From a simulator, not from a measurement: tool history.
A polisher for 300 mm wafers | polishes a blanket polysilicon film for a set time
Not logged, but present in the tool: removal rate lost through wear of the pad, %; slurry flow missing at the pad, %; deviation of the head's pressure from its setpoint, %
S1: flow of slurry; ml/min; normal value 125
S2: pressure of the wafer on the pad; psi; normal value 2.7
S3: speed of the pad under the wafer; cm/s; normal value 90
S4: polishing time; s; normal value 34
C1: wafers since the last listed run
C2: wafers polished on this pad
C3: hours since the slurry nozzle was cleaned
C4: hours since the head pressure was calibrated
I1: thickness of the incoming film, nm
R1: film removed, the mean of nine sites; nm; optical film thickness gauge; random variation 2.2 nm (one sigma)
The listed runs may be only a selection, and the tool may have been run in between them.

run,hour,S1,S2,S3,S4,C1,C2,C3,C4,I1,R1
1,0,125,2.2,90,34,0,171,30.9,1543.9,2172.4,208.3
2,38.2,125,2.2,90,34,411,582,69.1,1582.1,2178.8,199.2
# hour 72.8: worn pad replaced by a new one
3,76,125,2.2,90,34,363,34,106.9,1619.9,2171.6,200.2
4,82.1,125,2.7,90,34,65,100,113,1626,2202.2,248.3
# hour 84.9: head pressure recalibrated
5,93.1,125,2.7,74,36,96,197,124,8.2,2202.7,214.8
6,99.8,125,2.7,74,36,72,269,130.7,14.9,2228.4,214.4
7,116.2,125,2.7,74,36,176,445,147.1,31.3,2143.7,214.2
8,123.6,125,2.7,90,34,79,525,154.5,38.7,2179.7,243.2
9,130.4,160,3,116,38,73,598,161.3,45.5,2164.5,407.7
10,143,85,2.7,112,30,135,734,173.9,58.1,2188.7,236.6
11,160.6,140,2,114,28,189,923,191.5,75.7,2187.1,190.5
# hour 161.9: slurry nozzle cleaned
# hour 178.9: worn pad replaced by a new one
12,179.4,125,2.1,90,31,148,5,17.5,94.5,2193.2,180.8
13,190.2,125,2.7,90,41,116,122,28.3,105.3,2184.9,303.2
14,201.1,125,2.7,112,30,117,239,39.2,116.2,2218.3,277.9
15,216.1,150,3.1,62,29,161,400,54.2,131.2,2184.1,181.6

Forecast run 16:
16,226.8,95,3.4,64,26,115,515,64.9,141.9,2152.6,?

{"run 16": {"R1": 162.4}}
Minus the tool's unlogged condition, the same run would have read R1 172.9 nm.
